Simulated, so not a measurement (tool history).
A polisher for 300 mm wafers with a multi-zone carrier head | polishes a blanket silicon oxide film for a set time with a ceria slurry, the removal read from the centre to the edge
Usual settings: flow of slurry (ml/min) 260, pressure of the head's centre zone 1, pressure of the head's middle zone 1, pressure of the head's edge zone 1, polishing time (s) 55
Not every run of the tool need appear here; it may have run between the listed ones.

run	hour	flow of slurry (ml/min)	pressure of the head's centre zone	pressure of the head's middle zone	pressure of the head's edge zone	polishing time (s)	wafers since the last listed run	wafers polished on this pad	hours since the slurry nozzle was cleaned	hours since the centre zone pressure was calibrated	hours since the edge zone pressure was calibrated	hours since the carrier head's membrane was replaced	incoming thickness of the incoming film, nm	film removed at the wafer's centre (nm)	film removed at mid-radius (nm)	film removed at the wafer's edge (nm)
1	0	260	0.95	1	0.95	55	0	9	639.8	75.1	35.6	1658.6	1145.4	218.9	235.3	224.8
2	7.7	205	1	0.9	1	55	100	109	647.5	82.8	43.3	1666.3	1134.9	219.9	205.4	220.8
3	16.6	340	1	0.97	0.93	39	116	225	656.4	91.7	52.2	1675.2	1148.2	167.3	163.2	161.5
4	24.2	260	1	1	1	65	99	324	664	99.3	59.8	1682.8	1167.9	264.4	265.3	255.7
5	36.1	260	1	1	1	65	155	479	675.9	111.2	71.7	1694.7	1156.1	261.7	262.2	253.5
6	46.8	220	0.94	1	1	55	139	619	686.6	121.9	82.4	1705.4	1164.1	201.7	220.5	207.2
7	54.6	260	1	1	1	48	101	721	694.4	129.7	90.2	1713.2	1153.6	191	193.4	191.1
8	66.6	300	1	0.95	1	55	156	877	706.4	141.7	102.2	1725.2	1140.1	218.6	218.8	217.1
# hour 79.4: carrier head's membrane replaced by a new one
9	79.9	260	1	1	1.05	55	108	985	719.7	155	115.5	0.5	1162.1	214.5	222.4	208.8
10	89.8	260	1	1	1	55	129	1115	729.6	164.9	125.4	10.4	1137.4	210.7	216.6	209.2
11	104.8	340	1	1	1	69	195	1310	744.6	179.9	140.4	25.4	1139.9	278.5	272.9	264.5
# hour 114.8: slurry nozzle cleaned
# hour 115.8: worn pad replaced by a new one
12	122.4	260	1	1	1	55	203	85	7.6	197.5	158	43	1156.1	226.8	224.9	214.7
13	139.6	205	1	1	1	71	224	309	24.8	214.7	175.2	60.2	1141.7	279.9	283.2	272.6
14	157	260	1.07	1	1	55	226	536	42.2	232.1	192.6	77.6	1146.9	235	222.4	215.2
15	170.5	290	1	0.93	1.03	41	176	712	55.7	245.6	206.1	91.1	1163.2	161	156.9	162.3
16	184.8	330	0.96	1.09	0.95	55	186	899	70	259.9	220.4	105.4	1165.5	211.9	232.2	205.3
17	195.4	260	1	0.92	0.95	69	138	1037	80.6	270.5	231	116	1173.3	266.2	252.2	260.5
18	207.7	220	1	1	1	55	160	1198	92.9	282.8	243.3	128.3	1137.2	207	205.8	200.8
19	220	260	0.93	1	1	44	160	1358	105.2	295.1	255.6	140.6	1154.6	155.1	167.8	161.4
20	229.9	260	1	0.94	1	42	129	1487	115.1	305	265.5	150.5	1160.8	157.8	152.4	152.3
21	246	170	0.91	0.93	0.89	55	209	1697	131.2	321.1	281.6	166.6	1158.1	171.2	178.8	175.4

Here are 5 independent what-if runs from the current tool condition. What would each one return?
A	246.4	260	1	1	1	55	0	1698	131.6	321.5	282	167	1143.9	?	?	?
B	246.4	260	1	0.9	1.05	55	0	1698	131.6	321.5	282	167	1143.9	?	?	?
C	246.4	260	1	1	1.09	65	0	1698	131.6	321.5	282	167	1143.9	?	?	?
D	246.4	200	1	1	1	55	0	1698	131.6	321.5	282	167	1143.9	?	?	?
E	246.4	345	1	0.89	1.1	45	0	1698	131.6	321.5	282	167	1143.9	?	?	?

run	film removed at the wafer's centre (nm)	film removed at mid-radius (nm)	film removed at the wafer's edge (nm)
A	205.8	204.9	196.8
B	205.6	191.3	200.3
C	243.2	242.1	239.5
D	197.3	197.3	191.4
E	173.8	160.1	170.3
With the hidden condition removed and each run's random variation left untouched, the same runs would have given:
run	film removed at the wafer's centre (nm)	film removed at mid-radius (nm)	film removed at the wafer's edge (nm)
A	235.6	234.6	225.3
B	235.4	219.1	229.3
C	278.4	277.2	274.2
D	225.9	225.9	219.1
E	199	183.3	195
